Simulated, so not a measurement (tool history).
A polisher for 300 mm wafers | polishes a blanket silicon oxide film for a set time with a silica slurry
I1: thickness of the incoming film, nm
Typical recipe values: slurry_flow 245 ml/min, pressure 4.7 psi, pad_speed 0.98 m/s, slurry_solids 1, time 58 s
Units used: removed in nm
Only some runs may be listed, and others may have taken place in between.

{"run": 1, "hour": 0.0, "slurry_flow": 245, "pressure": 4.7, "pad_speed": 0.98, "slurry_solids": 1, "time": 58, "I1": 1173.8, "removed": 164.1}
{"run": 2, "hour": 47.2, "slurry_flow": 245, "pressure": 4.7, "pad_speed": 0.98, "slurry_solids": 1, "time": 58, "I1": 1204, "removed": 160.2}
{"run": 3, "hour": 65.4, "slurry_flow": 245, "pressure": 5.8, "pad_speed": 0.98, "slurry_solids": 1, "time": 63, "I1": 1164, "removed": 215.2}
{"run": 4, "hour": 100.6, "slurry_flow": 245, "pressure": 5.8, "pad_speed": 0.98, "slurry_solids": 1, "time": 63, "I1": 1164.1, "removed": 214.8}
{"run": 5, "hour": 129.3, "slurry_flow": 245, "pressure": 4.7, "pad_speed": 0.98, "slurry_solids": 1, "time": 58, "I1": 1160.9, "removed": 157.9}
{"run": 6, "hour": 145.8, "slurry_flow": 245, "pressure": 4.7, "pad_speed": 0.98, "slurry_solids": 1, "time": 58, "I1": 1160.2, "removed": 161.6}
{"run": 7, "hour": 177.6, "slurry_flow": 245, "pressure": 4.7, "pad_speed": 0.98, "slurry_solids": 1, "time": 58, "I1": 1169.5, "removed": 160}
{"hour": 180.2, "done": "slurry blender recalibrated"}
{"hour": 182.2, "done": "worn pad replaced by a new one"}
{"run": 8, "hour": 196.4, "slurry_flow": 245, "pressure": 4.7, "pad_speed": 0.98, "slurry_solids": 1, "time": 58, "I1": 1191.9, "removed": 158.9}
{"run": 9, "hour": 231.8, "slurry_flow": 245, "pressure": 4.7, "pad_speed": 0.98, "slurry_solids": 1, "time": 58, "I1": 1158.5, "removed": 162.2}
{"run": 10, "hour": 260.7, "slurry_flow": 245, "pressure": 4.7, "pad_speed": 0.98, "slurry_solids": 1, "time": 58, "I1": 1185.7, "removed": 160.7}
{"run": 11, "hour": 283.8, "slurry_flow": 245, "pressure": 4.1, "pad_speed": 0.98, "slurry_solids": 0.9, "time": 58, "I1": 1154.8, "removed": 133.6}
{"hour": 295.5, "done": "head pressure recalibrated"}
{"run": 12, "hour": 318.7, "slurry_flow": 225, "pressure": 3.3, "pad_speed": 0.84, "slurry_solids": 1, "time": 70, "I1": 1170.4, "removed": 125.1}
{"run": 13, "hour": 335.8, "slurry_flow": 175, "pressure": 4.7, "pad_speed": 0.98, "slurry_solids": 1, "time": 71, "I1": 1196.6, "removed": 193.1}
{"hour": 340.6, "done": "worn pad replaced by a new one"}
{"run": 14, "hour": 359.0, "slurry_flow": 205, "pressure": 4.7, "pad_speed": 0.78, "slurry_solids": 1.2, "time": 38, "I1": 1162.6, "removed": 92.4}
{"run": 15, "hour": 389.7, "slurry_flow": 245, "pressure": 4.7, "pad_speed": 0.98, "slurry_solids": 1, "time": 58, "I1": 1188, "removed": 162.7}
{"run": 16, "hour": 402.1, "slurry_flow": 275, "pressure": 4.7, "pad_speed": 1.32, "slurry_solids": 1, "time": 58, "I1": 1171.8, "removed": 210.8}
{"run": 17, "hour": 422.7, "slurry_flow": 200, "pressure": 4.7, "pad_speed": 0.98, "slurry_solids": 1.25, "time": 69, "I1": 1192, "removed": 207.1}
{"hour": 428.4, "done": "slurry nozzle cleaned"}
{"run": 18, "hour": 455.4, "slurry_flow": 245, "pressure": 6, "pad_speed": 0.98, "slurry_solids": 0.85, "time": 44, "I1": 1182.7, "removed": 148.8}
{"hour": 461.3, "done": "conditioning disc replaced and pad reconditioned"}
{"run": 19, "hour": 489.9, "slurry_flow": 195, "pressure": 3.6, "pad_speed": 0.98, "slurry_solids": 1, "time": 58, "I1": 1195.8, "removed": 120.8}
{"run": 20, "hour": 517.7, "slurry_flow": 245, "pressure": 4.7, "pad_speed": 0.98, "slurry_solids": 0.85, "time": 58, "I1": 1181.6, "removed": 151.2}
{"hour": 530.5, "done": "worn pad replaced by a new one"}
{"run": 21, "hour": 531.0, "slurry_flow": 245, "pressure": 4.7, "pad_speed": 1.2, "slurry_solids": 1, "time": 48, "I1": 1183.7, "removed": 155.1}
{"run": 22, "hour": 603.9, "slurry_flow": 190, "pressure": 4.7, "pad_speed": 0.98, "slurry_solids": 1, "time": 58, "I1": 1199, "removed": 152.6}
{"hour": 612.4, "done": "slurry blender recalibrated"}
{"run": 23, "hour": 636.1, "slurry_flow": 245, "pressure": 4, "pad_speed": 0.7, "slurry_solids": 1, "time": 58, "I1": 1174.3, "removed": 104.5}
{"run": 24, "hour": 658.8, "slurry_flow": 245, "pressure": 6, "pad_speed": 0.98, "slurry_solids": 0.85, "time": 44, "I1": 1171.3, "removed": 146.3}
{"run": 25, "hour": 692.0, "slurry_flow": 215, "pressure": 4.7, "pad_speed": 0.98, "slurry_solids": 1, "time": 58, "I1": 1170.1, "removed": 155.7}
{"hour": 707.6, "done": "worn pad replaced by a new one"}
{"run": 26, "hour": 708.1, "slurry_flow": 245, "pressure": 4.7, "pad_speed": 1.08, "slurry_solids": 0.9, "time": 58, "I1": 1182, "removed": 166.2}
{"run": 27, "hour": 789.7, "slurry_flow": 245, "pressure": 4.7, "pad_speed": 0.98, "slurry_solids": 1, "time": 58, "I1": 1182.7, "removed": 157.6}

What if the next run were any one of these 3? Each begins from the tool's condition after run 27:
{"run": "A", "hour": 790.1, "slurry_flow": 245, "pressure": 4.7, "pad_speed": 0.98, "slurry_solids": 1, "time": 58, "I1": 1183.2, "removed": "?"}
{"run": "B", "hour": 790.1, "slurry_flow": 275, "pressure": 4.7, "pad_speed": 0.98, "slurry_solids": 1.1, "time": 58, "I1": 1183.2, "removed": "?"}
{"run": "C", "hour": 790.1, "slurry_flow": 245, "pressure": 4.7, "pad_speed": 0.98, "slurry_solids": 1, "time": 64, "I1": 1183.2, "removed": "?"}

run=A removed=157.5
run=B removed=164.9
run=C removed=173.8
With the hidden condition removed and each run's random variation left untouched, the same runs would have given:
run=A removed=166.9
run=B removed=174.8
run=C removed=184.1
